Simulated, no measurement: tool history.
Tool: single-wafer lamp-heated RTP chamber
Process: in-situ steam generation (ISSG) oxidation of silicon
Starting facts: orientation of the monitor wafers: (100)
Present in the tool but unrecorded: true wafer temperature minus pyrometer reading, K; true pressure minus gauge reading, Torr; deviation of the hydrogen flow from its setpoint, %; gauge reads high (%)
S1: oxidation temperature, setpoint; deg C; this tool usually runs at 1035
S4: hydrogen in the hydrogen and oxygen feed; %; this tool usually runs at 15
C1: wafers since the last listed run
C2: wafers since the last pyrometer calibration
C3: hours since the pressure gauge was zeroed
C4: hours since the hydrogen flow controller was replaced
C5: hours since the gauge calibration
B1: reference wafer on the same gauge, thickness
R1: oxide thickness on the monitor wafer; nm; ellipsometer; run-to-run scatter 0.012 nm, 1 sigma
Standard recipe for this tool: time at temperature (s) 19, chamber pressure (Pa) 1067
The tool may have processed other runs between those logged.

Run 1, day 0.000: usual settings but chamber pressure (Pa) 973; C1 0; C2 144; C3 2231.0; C4 6285.2; C5 621.6; B1 7.008. Result: R1 6.038 nm.
Run 2, day 2.533: usual settings but chamber pressure (Pa) 973; C1 699; C2 844; C3 2291.8; C4 6346.0; C5 682.4; B1 7.021. Result: R1 6.047 nm.
Run 3, day 3.808: usual settings but chamber pressure (Pa) 973; C1 352; C2 1196; C3 2322.4; C4 6376.6; C5 713.0; B1 7.033. Result: R1 6.063 nm.
Run 4, day 6.283: usual settings but S1 1028 deg C, time at temperature (s) 23; C1 683; C2 1880; C3 2381.8; C4 6436.0; C5 772.4; B1 7.040. Result: R1 6.451 nm.
Run 5, day 8.008: usual settings but S1 1028 deg C, time at temperature (s) 23; C1 476; C2 2356; C3 2423.2; C4 6477.4; C5 813.8; B1 7.053. Result: R1 6.480 nm.
At day 8.696: gauge calibrated.
Run 6, day 12.442: usual settings but S1 1028 deg C, time at temperature (s) 23; C1 1224; C2 3581; C3 2529.6; C4 6583.8; C5 89.9; B1 6.947. Result: R1 6.419 nm.
At day 12.979: pyrometer window cleaned and pyrometer calibrated.
Run 7, day 15.196: usual settings; C1 668; C2 612; C3 2595.7; C4 6649.9; C5 156.0; B1 6.948. Result: R1 6.017 nm.
Run 8, day 16.733: usual settings; C1 424; C2 1036; C3 2632.6; C4 6686.8; C5 192.9; B1 6.951. Result: R1 5.997 nm.
Run 9, day 18.092: usual settings; C1 375; C2 1411; C3 2665.2; C4 6719.4; C5 225.5; B1 6.953. Result: R1 5.991 nm.
Run 10, day 22.925: usual settings; C1 1335; C2 2746; C3 2781.2; C4 6835.4; C5 341.5; B1 6.961. Result: R1 6.026 nm.
At day 24.221: pressure gauge zeroed.
Run 11, day 24.242: usual settings; C1 271; C2 3018; C3 0.5; C4 6867.0; C5 373.1; B1 6.969. Result: R1 6.001 nm.
Run 12, day 25.833: usual settings but time at temperature (s) 25, chamber pressure (Pa) 1227, S4 24 %; C1 439; C2 3458; C3 38.7; C4 6905.2; C5 411.3; B1 6.973. Result: R1 7.607 nm.
At day 26.754: pyrometer window cleaned and pyrometer calibrated.
Run 13, day 27.833: usual settings but S1 1049 deg C, S4 19 %; C1 460; C2 298; C3 86.7; C4 6953.2; C5 459.3; B1 6.978. Result: R1 6.816 nm.
Run 14, day 30.088: usual settings but time at temperature (s) 24, chamber pressure (Pa) 1133; C1 622; C2 920; C3 140.8; C4 7007.3; C5 513.4; B1 6.989. Result: R1 6.807 nm.
Run 15, day 31.904: usual settings but time at temperature (s) 14, chamber pressure (Pa) 920, S4 22 %; C1 501; C2 1422; C3 184.4; C4 7050.9; C5 557.0; B1 6.994. Result: R1 5.665 nm.
Run 16, day 32.929: usual settings but S1 1026 deg C; C1 283; C2 1705; C3 209.0; C4 7075.5; C5 581.6; B1 7.001. Result: R1 5.785 nm.
At day 38.362: pyrometer window cleaned and pyrometer calibrated.
Run 17, day 40.708: usual settings; C1 2056; C2 648; C3 395.7; C4 7262.2; C5 768.3; B1 7.038. Result: R1 6.079 nm.
At day 41.554: gauge calibrated.
At day 41.671: hydrogen flow controller replaced.
Run 18, day 42.854: usual settings; C1 500; C2 1149; C3 447.2; C4 28.4; C5 31.2; B1 6.934. Result: R1 5.972 nm.
Run 19, day 45.442: usual settings but S1 1044 deg C, chamber pressure (Pa) 973, S4 21 %; C1 714; C2 1863; C3 509.3; C4 90.5; C5 93.3; B1 6.934. Result: R1 6.753 nm.
Run 20, day 47.958: usual settings but chamber pressure (Pa) 1240; C1 695; C2 2558; C3 569.7; C4 150.9; C5 153.7; B1 6.937. Result: R1 5.953 nm.
At day 49.550: pyrometer window cleaned and pyrometer calibrated.
Run 21, day 49.571: usual settings; C1 353; C2 5; C3 608.4; C4 189.6; C5 192.4; B1 6.937. Result: R1 6.007 nm.
Run 22, day 51.238: usual settings but S1 1018 deg C, S4 11 %; C1 460; C2 465; C3 648.4; C4 229.6; C5 232.4; B1 6.938. Result: R1 5.174 nm.
Run 23, day 54.004: usual settings but time at temperature (s) 14, S4 19 %; C1 764; C2 1230; C3 714.8; C4 296.0; C5 298.8; B1 6.947. Result: R1 5.440 nm.

Pick out some run-to-run changes in R1. Of each, how much would a tool without hidden state show as well, from the settings, what came in and chance, and how much is left for the hidden state and any gauge scatter not in both results compared?
Run 5 -> 6: gauge calibrated. R1 -0.061 nm: hidden state -0.096, all else +0.035.
Run 11 -> 12: time at temperature (s) 19 -> 25, chamber pressure (Pa) 1067 -> 1227, S4 15 -> 24. R1 +1.606 nm: hidden state +0.009, all else +1.597.
Run 14 -> 15: time at temperature (s) 24 -> 14, chamber pressure (Pa) 1133 -> 920, S4 15 -> 22. R1 -1.142 nm: hidden state +0.000, all else -1.142.
Run 17 -> 18: gauge calibrated, hydrogen flow controller replaced. R1 -0.107 nm: hidden state -0.090, all else -0.017.
